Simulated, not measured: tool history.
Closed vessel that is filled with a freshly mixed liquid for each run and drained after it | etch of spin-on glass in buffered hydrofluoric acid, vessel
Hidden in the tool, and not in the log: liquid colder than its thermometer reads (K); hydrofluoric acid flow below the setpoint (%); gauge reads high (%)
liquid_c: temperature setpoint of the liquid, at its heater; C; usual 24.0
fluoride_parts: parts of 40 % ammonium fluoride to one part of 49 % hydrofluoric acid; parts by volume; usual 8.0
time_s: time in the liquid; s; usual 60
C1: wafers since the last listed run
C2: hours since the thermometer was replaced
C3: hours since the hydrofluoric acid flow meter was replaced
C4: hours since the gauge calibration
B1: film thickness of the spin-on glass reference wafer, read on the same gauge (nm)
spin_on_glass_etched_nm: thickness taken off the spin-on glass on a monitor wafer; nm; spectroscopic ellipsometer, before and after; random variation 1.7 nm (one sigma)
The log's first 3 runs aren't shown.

{"run": 4, "day": 8.942, "liquid_c": 21.5, "fluoride_parts": 8.0, "time_s": 60, "C1": 9052, "C2": 1657.5, "C3": 726.7, "C4": 1574.5, "B1": 120.01, "spin_on_glass_etched_nm": 166.85}
{"run": 5, "day": 13.008, "liquid_c": 24.0, "fluoride_parts": 6.5, "time_s": 60, "C1": 10190, "C2": 1755.1, "C3": 824.3, "C4": 1672.1, "B1": 120.0, "spin_on_glass_etched_nm": 234.62}
{"run": 6, "day": 16.433, "liquid_c": 24.0, "fluoride_parts": 6.5, "time_s": 60, "C1": 8582, "C2": 1837.3, "C3": 906.5, "C4": 1754.3, "B1": 119.97, "spin_on_glass_etched_nm": 234.89}
{"run": 7, "day": 20.883, "liquid_c": 24.0, "fluoride_parts": 8.0, "time_s": 60, "C1": 11151, "C2": 1944.1, "C3": 1013.3, "C4": 1861.1, "B1": 120.05, "spin_on_glass_etched_nm": 183.41}
{"run": 8, "day": 25.317, "liquid_c": 24.0, "fluoride_parts": 8.0, "time_s": 60, "C1": 11109, "C2": 2050.5, "C3": 1119.7, "C4": 1967.5, "B1": 120.04, "spin_on_glass_etched_nm": 181.55}
{"run": 9, "day": 29.221, "liquid_c": 24.0, "fluoride_parts": 10.0, "time_s": 60, "C1": 9783, "C2": 2144.2, "C3": 1213.4, "C4": 2061.2, "B1": 120.04, "spin_on_glass_etched_nm": 153.23}
{"run": 10, "day": 32.529, "liquid_c": 24.0, "fluoride_parts": 10.0, "time_s": 60, "C1": 8290, "C2": 2223.6, "C3": 1292.8, "C4": 2140.6, "B1": 119.99, "spin_on_glass_etched_nm": 149.73}
{"day": 35.096, "done": "hydrofluoric acid flow meter replaced"}
{"run": 11, "day": 37.867, "liquid_c": 24.0, "fluoride_parts": 8.0, "time_s": 60, "C1": 13271, "C2": 2351.7, "C3": 66.5, "C4": 2268.7, "B1": 120.03, "spin_on_glass_etched_nm": 199.26}
{"run": 12, "day": 40.825, "liquid_c": 24.0, "fluoride_parts": 8.0, "time_s": 60, "C1": 7413, "C2": 2422.7, "C3": 137.5, "C4": 2339.7, "B1": 119.96, "spin_on_glass_etched_nm": 198.74}
{"day": 43.904, "done": "gauge calibrated"}
{"run": 13, "day": 47.188, "liquid_c": 24.0, "fluoride_parts": 8.0, "time_s": 60, "C1": 15944, "C2": 2575.4, "C3": 290.2, "C4": 78.8, "B1": 120.01, "spin_on_glass_etched_nm": 193.23}
{"run": 14, "day": 50.521, "liquid_c": 24.0, "fluoride_parts": 8.0, "time_s": 60, "C1": 8353, "C2": 2655.4, "C3": 370.2, "C4": 158.8, "B1": 120.05, "spin_on_glass_etched_nm": 192.83}
{"day": 52.254, "done": "thermometer replaced"}
{"run": 15, "day": 53.625, "liquid_c": 24.0, "fluoride_parts": 8.0, "time_s": 60, "C1": 7674, "C2": 32.9, "C3": 444.7, "C4": 233.3, "B1": 120.0, "spin_on_glass_etched_nm": 202.54}
{"run": 16, "day": 57.642, "liquid_c": 24.0, "fluoride_parts": 8.0, "time_s": 35, "C1": 10065, "C2": 129.3, "C3": 541.1, "C4": 329.7, "B1": 119.97, "spin_on_glass_etched_nm": 113.88}
{"run": 17, "day": 61.712, "liquid_c": 24.0, "fluoride_parts": 9.0, "time_s": 70, "C1": 10201, "C2": 227.0, "C3": 638.8, "C4": 427.4, "B1": 120.02, "spin_on_glass_etched_nm": 205.77}

Forecast run 18:
{"run": 18, "day": 64.333, "liquid_c": 19.5, "fluoride_parts": 10.0, "time_s": 60, "C1": 6567, "C2": 289.9, "C3": 701.7, "C4": 490.3, "B1": "?", "spin_on_glass_etched_nm": "?"}

{"run 18": {"B1": 119.99, "spin_on_glass_etched_nm": 124.69}}
Without the tool's hidden state the same run would have given spin_on_glass_etched_nm 132.71 nm.

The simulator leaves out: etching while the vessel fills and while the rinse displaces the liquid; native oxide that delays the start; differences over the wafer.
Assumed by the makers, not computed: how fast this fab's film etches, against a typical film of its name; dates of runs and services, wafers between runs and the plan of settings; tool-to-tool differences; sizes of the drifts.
